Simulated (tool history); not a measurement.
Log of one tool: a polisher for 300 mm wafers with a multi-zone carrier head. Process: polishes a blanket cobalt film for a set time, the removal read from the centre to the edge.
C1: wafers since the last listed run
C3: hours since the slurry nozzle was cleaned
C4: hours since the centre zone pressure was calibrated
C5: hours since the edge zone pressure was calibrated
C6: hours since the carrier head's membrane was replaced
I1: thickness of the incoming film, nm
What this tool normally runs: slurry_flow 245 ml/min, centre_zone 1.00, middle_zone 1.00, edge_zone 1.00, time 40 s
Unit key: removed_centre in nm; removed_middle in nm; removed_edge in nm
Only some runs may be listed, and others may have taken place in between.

{"run": 1, "hour": 0.0, "slurry_flow": 245, "centre_zone": 1.0, "middle_zone": 1.0, "edge_zone": 1.0, "time": 40, "C1": 0, "wafers polished on this pad": 741, "C3": 104.5, "C4": 384.9, "C5": 380.3, "C6": 65.6, "I1": 715.5, "removed_centre": 207.8, "removed_middle": 200.7, "removed_edge": 202.5}
{"run": 2, "hour": 19.8, "slurry_flow": 245, "centre_zone": 1.0, "middle_zone": 1.0, "edge_zone": 1.0, "time": 36, "C1": 252, "wafers polished on this pad": 993, "C3": 124.3, "C4": 404.7, "C5": 400.1, "C6": 85.4, "I1": 710.4, "removed_centre": 183.7, "removed_middle": 182.3, "removed_edge": 181.2}
{"run": 3, "hour": 50.1, "slurry_flow": 245, "centre_zone": 1.0, "middle_zone": 1.0, "edge_zone": 1.0, "time": 40, "C1": 385, "wafers polished on this pad": 1379, "C3": 154.6, "C4": 435.0, "C5": 430.4, "C6": 115.7, "I1": 702.3, "removed_centre": 211.5, "removed_middle": 199.1, "removed_edge": 201.3}
{"run": 4, "hour": 64.2, "slurry_flow": 245, "centre_zone": 1.0, "middle_zone": 1.0, "edge_zone": 0.97, "time": 40, "C1": 179, "wafers polished on this pad": 1559, "C3": 168.7, "C4": 449.1, "C5": 444.5, "C6": 129.8, "I1": 705.6, "removed_centre": 214.9, "removed_middle": 200.7, "removed_edge": 199.1}
{"run": 5, "hour": 99.0, "slurry_flow": 180, "centre_zone": 0.96, "middle_zone": 1.0, "edge_zone": 1.09, "time": 33, "C1": 443, "wafers polished on this pad": 2002, "C3": 203.5, "C4": 483.9, "C5": 479.3, "C6": 164.6, "I1": 719.1, "removed_centre": 162.9, "removed_middle": 156.1, "removed_edge": 169.9}
{"run": 6, "hour": 113.4, "slurry_flow": 245, "centre_zone": 1.05, "middle_zone": 1.0, "edge_zone": 0.95, "time": 40, "C1": 183, "wafers polished on this pad": 2185, "C3": 217.9, "C4": 498.3, "C5": 493.7, "C6": 179.0, "I1": 712.9, "removed_centre": 221.7, "removed_middle": 205.2, "removed_edge": 196.4}
{"hour": 120.5, "done": "worn pad replaced by a new one"}
{"hour": 150.2, "done": "edge zone pressure recalibrated"}
{"hour": 168.4, "done": "centre zone pressure recalibrated"}
{"run": 7, "hour": 191.3, "slurry_flow": 320, "centre_zone": 1.0, "middle_zone": 1.0, "edge_zone": 1.0, "time": 40, "C1": 890, "wafers polished on this pad": 851, "C3": 295.8, "C4": 22.9, "C5": 41.1, "C6": 256.9, "I1": 708.3, "removed_centre": 206.0, "removed_middle": 201.8, "removed_edge": 208.5}
{"hour": 196.9, "done": "slurry nozzle cleaned"}
{"run": 8, "hour": 207.0, "slurry_flow": 290, "centre_zone": 1.0, "middle_zone": 1.0, "edge_zone": 1.0, "time": 40, "C1": 187, "wafers polished on this pad": 1038, "C3": 10.1, "C4": 38.6, "C5": 56.8, "C6": 272.6, "I1": 697.6, "removed_centre": 202.0, "removed_middle": 205.9, "removed_edge": 204.1}
{"run": 9, "hour": 239.5, "slurry_flow": 290, "centre_zone": 1.0, "middle_zone": 1.0, "edge_zone": 1.0, "time": 49, "C1": 413, "wafers polished on this pad": 1452, "C3": 42.6, "C4": 71.1, "C5": 89.3, "C6": 305.1, "I1": 710.7, "removed_centre": 247.7, "removed_middle": 255.5, "removed_edge": 249.7}
{"run": 10, "hour": 253.2, "slurry_flow": 245, "centre_zone": 1.0, "middle_zone": 1.0, "edge_zone": 1.0, "time": 40, "C1": 174, "wafers polished on this pad": 1626, "C3": 56.3, "C4": 84.8, "C5": 103.0, "C6": 318.8, "I1": 704.6, "removed_centre": 199.5, "removed_middle": 201.3, "removed_edge": 200.2}
{"hour": 284.6, "done": "worn pad replaced by a new one"}
{"run": 11, "hour": 285.1, "slurry_flow": 175, "centre_zone": 1.0, "middle_zone": 1.0, "edge_zone": 1.0, "time": 40, "C1": 355, "wafers polished on this pad": 6, "C3": 88.2, "C4": 116.7, "C5": 134.9, "C6": 350.7, "I1": 698.5, "removed_centre": 191.6, "removed_middle": 189.3, "removed_edge": 193.5}
{"run": 12, "hour": 318.6, "slurry_flow": 245, "centre_zone": 1.0, "middle_zone": 0.96, "edge_zone": 1.0, "time": 40, "C1": 426, "wafers polished on this pad": 433, "C3": 121.7, "C4": 150.2, "C5": 168.4, "C6": 384.2, "I1": 707.0, "removed_centre": 202.4, "removed_middle": 192.5, "removed_edge": 202.9}
{"run": 13, "hour": 347.8, "slurry_flow": 245, "centre_zone": 1.06, "middle_zone": 1.0, "edge_zone": 1.0, "time": 40, "C1": 371, "wafers polished on this pad": 805, "C3": 150.9, "C4": 179.4, "C5": 197.6, "C6": 413.4, "I1": 709.6, "removed_centre": 210.0, "removed_middle": 201.8, "removed_edge": 202.0}
{"run": 14, "hour": 368.8, "slurry_flow": 245, "centre_zone": 1.04, "middle_zone": 1.0, "edge_zone": 0.93, "time": 40, "C1": 267, "wafers polished on this pad": 1073, "C3": 171.9, "C4": 200.4, "C5": 218.6, "C6": 434.4, "I1": 710.1, "removed_centre": 209.0, "removed_middle": 199.0, "removed_edge": 196.1}
{"run": 15, "hour": 398.0, "slurry_flow": 180, "centre_zone": 0.93, "middle_zone": 1.0, "edge_zone": 0.92, "time": 40, "C1": 371, "wafers polished on this pad": 1444, "C3": 201.1, "C4": 229.6, "C5": 247.8, "C6": 463.6, "I1": 712.2, "removed_centre": 186.9, "removed_middle": 190.6, "removed_edge": 189.0}
{"run": 16, "hour": 418.0, "slurry_flow": 285, "centre_zone": 0.94, "middle_zone": 1.0, "edge_zone": 0.89, "time": 33, "C1": 254, "wafers polished on this pad": 1699, "C3": 221.1, "C4": 249.6, "C5": 267.8, "C6": 483.6, "I1": 714.0, "removed_centre": 167.2, "removed_middle": 164.9, "removed_edge": 159.0}
{"hour": 448.5, "done": "worn pad replaced by a new one"}
{"run": 17, "hour": 451.4, "slurry_flow": 225, "centre_zone": 0.95, "middle_zone": 1.09, "edge_zone": 1.0, "time": 35, "C1": 374, "wafers polished on this pad": 36, "C3": 254.5, "C4": 283.0, "C5": 301.2, "C6": 517.0, "I1": 703.3, "removed_centre": 170.1, "removed_middle": 190.2, "removed_edge": 173.9}
{"run": 18, "hour": 467.9, "slurry_flow": 285, "centre_zone": 0.94, "middle_zone": 1.0, "edge_zone": 0.89, "time": 33, "C1": 210, "wafers polished on this pad": 246, "C3": 271.0, "C4": 299.5, "C5": 317.7, "C6": 533.5, "I1": 711.3, "removed_centre": 162.9, "removed_middle": 165.5, "removed_edge": 159.9}
{"run": 19, "hour": 480.3, "slurry_flow": 245, "centre_zone": 1.0, "middle_zone": 1.0, "edge_zone": 1.07, "time": 48, "C1": 157, "wafers polished on this pad": 404, "C3": 283.4, "C4": 311.9, "C5": 330.1, "C6": 545.9, "I1": 708.7, "removed_centre": 246.9, "removed_middle": 237.7, "removed_edge": 251.6}
{"run": 20, "hour": 495.9, "slurry_flow": 245, "centre_zone": 1.0, "middle_zone": 1.0, "edge_zone": 1.0, "time": 40, "C1": 198, "wafers polished on this pad": 603, "C3": 299.0, "C4": 327.5, "C5": 345.7, "C6": 561.5, "I1": 707.8, "removed_centre": 206.8, "removed_middle": 200.6, "removed_edge": 202.2}
{"run": 21, "hour": 531.5, "slurry_flow": 245, "centre_zone": 1.0, "middle_zone": 1.0, "edge_zone": 1.0, "time": 40, "C1": 453, "wafers polished on this pad": 1056, "C3": 334.6, "C4": 363.1, "C5": 381.3, "C6": 597.1, "I1": 701.5, "removed_centre": 209.2, "removed_middle": 204.9, "removed_edge": 204.3}
{"hour": 537.9, "done": "slurry nozzle cleaned"}
{"run": 22, "hour": 566.5, "slurry_flow": 245, "centre_zone": 1.0, "middle_zone": 0.92, "edge_zone": 1.07, "time": 40, "C1": 433, "wafers polished on this pad": 1489, "C3": 28.6, "C4": 398.1, "C5": 416.3, "C6": 632.1, "I1": 717.0, "removed_centre": 211.7, "removed_middle": 189.4, "removed_edge": 208.2}

Here are 4 independent what-if runs from the current tool condition. What would each one return?
{"run": "A", "hour": 566.9, "slurry_flow": 245, "centre_zone": 1.0, "middle_zone": 1.0, "edge_zone": 1.0, "time": 40, "C1": 5, "wafers polished on this pad": 1495, "C3": 29.0, "C4": 398.5, "C5": 416.7, "C6": 632.5, "I1": 720.4, "removed_centre": "?", "removed_middle": "?", "removed_edge": "?"}
{"run": "B", "hour": 566.9, "slurry_flow": 245, "centre_zone": 1.08, "middle_zone": 1.0, "edge_zone": 1.0, "time": 40, "C1": 5, "wafers polished on this pad": 1495, "C3": 29.0, "C4": 398.5, "C5": 416.7, "C6": 632.5, "I1": 720.4, "removed_centre": "?", "removed_middle": "?", "removed_edge": "?"}
{"run": "C", "hour": 566.9, "slurry_flow": 245, "centre_zone": 1.0, "middle_zone": 1.0, "edge_zone": 0.88, "time": 40, "C1": 5, "wafers polished on this pad": 1495, "C3": 29.0, "C4": 398.5, "C5": 416.7, "C6": 632.5, "I1": 720.4, "removed_centre": "?", "removed_middle": "?", "removed_edge": "?"}
{"run": "D", "hour": 566.9, "slurry_flow": 300, "centre_zone": 1.0, "middle_zone": 1.0, "edge_zone": 1.0, "time": 40, "C1": 5, "wafers polished on this pad": 1495, "C3": 29.0, "C4": 398.5, "C5": 416.7, "C6": 632.5, "I1": 720.4, "removed_centre": "?", "removed_middle": "?", "removed_edge": "?"}

run=A removed_centre=208.7 removed_middle=202.1 removed_edge=201.1
run=B removed_centre=221.7 removed_middle=202.0 removed_edge=201.1
run=C removed_centre=208.7 removed_middle=202.1 removed_edge=189.4
run=D removed_centre=213.7 removed_middle=206.4 removed_edge=204.4
Without the tool's hidden state the same runs would have given:
run=A removed_centre=196.7 removed_middle=202.2 removed_edge=201.1
run=B removed_centre=209.0 removed_middle=202.1 removed_edge=201.1
run=C removed_centre=196.7 removed_middle=202.2 removed_edge=189.4
run=D removed_centre=201.3 removed_middle=206.5 removed_edge=204.4
